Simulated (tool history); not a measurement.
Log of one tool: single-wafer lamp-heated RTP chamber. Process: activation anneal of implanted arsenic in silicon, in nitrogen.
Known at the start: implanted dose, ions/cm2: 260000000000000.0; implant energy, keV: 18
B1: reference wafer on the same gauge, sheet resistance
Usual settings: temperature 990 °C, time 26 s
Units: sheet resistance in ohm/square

{"run": 1, "day": 0.0, "temperature": 990, "time": 26, "B1": 296.94, "sheet resistance": 341.15}
{"run": 2, "day": 9.808, "temperature": 998, "time": 26, "B1": 297.3, "sheet resistance": 339.75}
{"run": 3, "day": 12.142, "temperature": 998, "time": 26, "B1": 297.24, "sheet resistance": 340.08}
{"run": 4, "day": 13.662, "temperature": 981, "time": 26, "B1": 297.13, "sheet resistance": 342.71}
{"run": 5, "day": 17.638, "temperature": 981, "time": 26, "B1": 297.62, "sheet resistance": 342.0}
{"run": 6, "day": 20.475, "temperature": 981, "time": 26, "B1": 297.72, "sheet resistance": 342.57}
{"run": 7, "day": 23.771, "temperature": 990, "time": 26, "B1": 297.84, "sheet resistance": 341.31}
{"run": 8, "day": 28.183, "temperature": 990, "time": 26, "B1": 297.89, "sheet resistance": 341.5}
{"run": 9, "day": 30.704, "temperature": 990, "time": 26, "B1": 298.02, "sheet resistance": 342.18}
{"run": 10, "day": 34.933, "temperature": 990, "time": 26, "B1": 298.04, "sheet resistance": 341.96}
{"run": 11, "day": 38.075, "temperature": 990, "time": 26, "B1": 298.2, "sheet resistance": 342.64}
{"run": 12, "day": 41.971, "temperature": 990, "time": 26, "B1": 298.53, "sheet resistance": 343.04}
{"run": 13, "day": 45.95, "temperature": 990, "time": 26, "B1": 298.84, "sheet resistance": 342.05}
{"run": 14, "day": 49.171, "temperature": 990, "time": 26, "B1": 298.9, "sheet resistance": 342.75}
{"run": 15, "day": 52.742, "temperature": 990, "time": 26, "B1": 297.14, "sheet resistance": 340.73}
{"run": 16, "day": 56.746, "temperature": 990, "time": 26, "B1": 296.98, "sheet resistance": 341.47}
{"run": 17, "day": 58.562, "temperature": 990, "time": 26, "B1": 297.3, "sheet resistance": 341.6}
{"run": 18, "day": 61.546, "temperature": 990, "time": 26, "B1": 297.06, "sheet resistance": 340.6}
{"run": 19, "day": 65.238, "temperature": 990, "time": 26, "B1": 297.1, "sheet resistance": 340.77}
{"run": 20, "day": 66.879, "temperature": 990, "time": 26, "B1": 297.11, "sheet resistance": 340.26}
{"run": 21, "day": 75.625, "temperature": 990, "time": 26, "B1": 297.02, "sheet resistance": 339.9}
{"run": 22, "day": 77.592, "temperature": 1003, "time": 17, "B1": 297.22, "sheet resistance": 341.94}
{"run": 23, "day": 79.404, "temperature": 965, "time": 20, "B1": 297.12, "sheet resistance": 344.44}
{"run": 24, "day": 83.596, "temperature": 1019, "time": 30, "B1": 297.23, "sheet resistance": 336.6}
{"run": 25, "day": 87.996, "temperature": 963, "time": 22, "B1": 297.36, "sheet resistance": 344.56}
{"run": 26, "day": 89.662, "temperature": 1005, "time": 26, "B1": 297.03, "sheet resistance": 339.43}
{"run": 27, "day": 91.617, "temperature": 1000, "time": 31, "B1": 297.24, "sheet resistance": 339.03}
{"run": 28, "day": 94.142, "temperature": 990, "time": 26, "B1": 297.43, "sheet resistance": 341.26}
{"run": 29, "day": 98.329, "temperature": 990, "time": 26, "B1": 297.46, "sheet resistance": 341.94}
{"run": 30, "day": 102.3, "temperature": 1000, "time": 32, "B1": 297.47, "sheet resistance": 339.5}
{"run": 31, "day": 105.992, "temperature": 1001, "time": 16, "B1": 297.72, "sheet resistance": 343.05}
{"run": 32, "day": 109.638, "temperature": 990, "time": 26, "B1": 297.83, "sheet resistance": 342.39}
{"run": 33, "day": 114.346, "temperature": 974, "time": 18, "B1": 297.98, "sheet resistance": 344.85}
{"run": 34, "day": 115.867, "temperature": 1014, "time": 39, "B1": 298.06, "sheet resistance": 337.54}
{"run": 35, "day": 118.388, "temperature": 990, "time": 19, "B1": 298.3, "sheet resistance": 344.47}
{"run": 36, "day": 122.579, "temperature": 990, "time": 26, "B1": 298.03, "sheet resistance": 342.18}
{"run": 37, "day": 126.629, "temperature": 966, "time": 16, "B1": 298.44, "sheet resistance": 347.02}

Not shown: 8 entries that the log had between the listed runs. Between which runs, and how does the tool's hidden state differ before and after?
Between runs 5 and 6: pyrometer window cleaned and pyrometer calibrated (day 18.512)
  gauge reads high (%): 0.181 -> 0.216
  measured less the result without the state, sheet resistance: +0.62 -> +0.73 ohm/square
Between runs 12 and 13: pyrometer window cleaned and pyrometer calibrated (day 43.800); reflector plate cleaned (day 44.988)
  gauge reads high (%): 0.525 -> 0.592
  measured less the result without the state, sheet resistance: +1.79 -> +2.01 ohm/square
Between runs 14 and 15: gauge calibrated (day 52.733)
  gauge reads high (%): 0.648 -> -0.0125
  measured less the result without the state, sheet resistance: +2.21 -> -0.04 ohm/square
Between runs 20 and 21: pyrometer window cleaned and pyrometer calibrated (day 69.858)
  gauge reads high (%): 0.00673 -> 0.0378
  measured less the result without the state, sheet resistance: +0.02 -> +0.13 ohm/square
Between runs 28 and 29: pyrometer window cleaned and pyrometer calibrated (day 96.479)
  gauge reads high (%): 0.152 -> 0.187
  measured less the result without the state, sheet resistance: +0.51 -> +0.64 ohm/square
Between runs 29 and 30: reflector plate cleaned (day 100.012)
  gauge reads high (%): 0.187 -> 0.223
  measured less the result without the state, sheet resistance: +0.64 -> +0.75 ohm/square
Between runs 35 and 36: pyrometer window cleaned and pyrometer calibrated (day 118.804)
  gauge reads high (%): 0.401 -> 0.455
  measured less the result without the state, sheet resistance: +1.38 -> +1.55 ohm/square
